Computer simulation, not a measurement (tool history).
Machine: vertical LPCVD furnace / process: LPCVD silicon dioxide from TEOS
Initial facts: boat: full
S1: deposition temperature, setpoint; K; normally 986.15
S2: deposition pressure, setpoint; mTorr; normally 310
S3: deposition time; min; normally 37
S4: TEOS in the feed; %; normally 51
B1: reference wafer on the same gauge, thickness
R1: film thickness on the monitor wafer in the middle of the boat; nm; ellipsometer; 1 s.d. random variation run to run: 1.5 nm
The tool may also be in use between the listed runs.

run,hour,S1,S2,S3,S4,B1,R1
1,0,986.15,310,37,51,375.08,356.32
2,55.1,986.15,310,37,51,374.66,357.25
3,123.1,986.15,310,37,51,374.96,355.19
4,154.4,986.15,310,37,54,374.84,367.96
5,212.5,986.15,310,37,54,375.08,369.85
6,241.3,986.15,310,37,51,374.62,358.82
7,298.6,986.15,310,37,51,375.41,356.02
8,473.9,986.15,310,37,51,375.09,334.99
9,529.8,986.15,310,37,51,375.46,334.44
10,573.6,986.15,310,37,51,375.02,338.67
11,618.7,986.15,310,37,51,374.84,339.92
12,651.2,986.15,310,37,51,375.41,341.13
13,722.7,986.15,310,37,51,374.81,339.66
14,789.5,986.15,250,24,51,374.62,197.88
15,835.2,986.15,310,37,51,375.17,340.08
16,884.3,994.15,260,37,61,375.44,410.42
17,937,977.15,240,30.5,44,374.75,187
18,978.5,986.15,310,37,46,374.92,323.44
19,1018.7,990.15,310,37,51,375.42,376.37
20,1057.8,986.15,310,30,45,374.66,261.08
21,1127.4,986.15,310,23,51,375.23,214.06
22,1166.7,986.15,310,37,51,375.08,340.41
23,1201.7,990.15,385,33.5,51,375.54,377.98
24,1245.6,997.15,310,37,44,374.65,408.14
25,1431.5,986.15,310,37,51,374.53,346.03
26,1471.8,986.15,355,37,56,375.29,387.76
27,1537.2,986.15,310,43.5,51,375.11,405.13
28,1573.2,979.15,375,42.5,57,374.52,395.87
29,1630.2,986.15,310,48.5,55,375.37,476.38
30,1686.5,986.15,380,23,51,375.21,239.89

Not shown here: 4 entries made in the log between runs. Locate each between two listed runs and compare the hidden state at the listed run before it with the hidden state at the listed run after it:
After run 7, before run 8: thermocouples replaced and temperature profile calibrated (hour 364.8); pressure gauge zeroed (hour 472.6)
  true tube temperature minus thermocouple reading, K: 3.04 -> 0.446
  what was measured, less what the result would be without the hidden state, R1: +23.58 -> +3.36 nm
After run 23, before run 24: gauge calibrated (hour 1210.5); TEOS flow controller replaced (hour 1245.1)
  true tube temperature minus thermocouple reading, K: 1.31 -> 1.36
  what was measured, less what the result would be without the hidden state, R1: +10.92 -> +12.09 nm
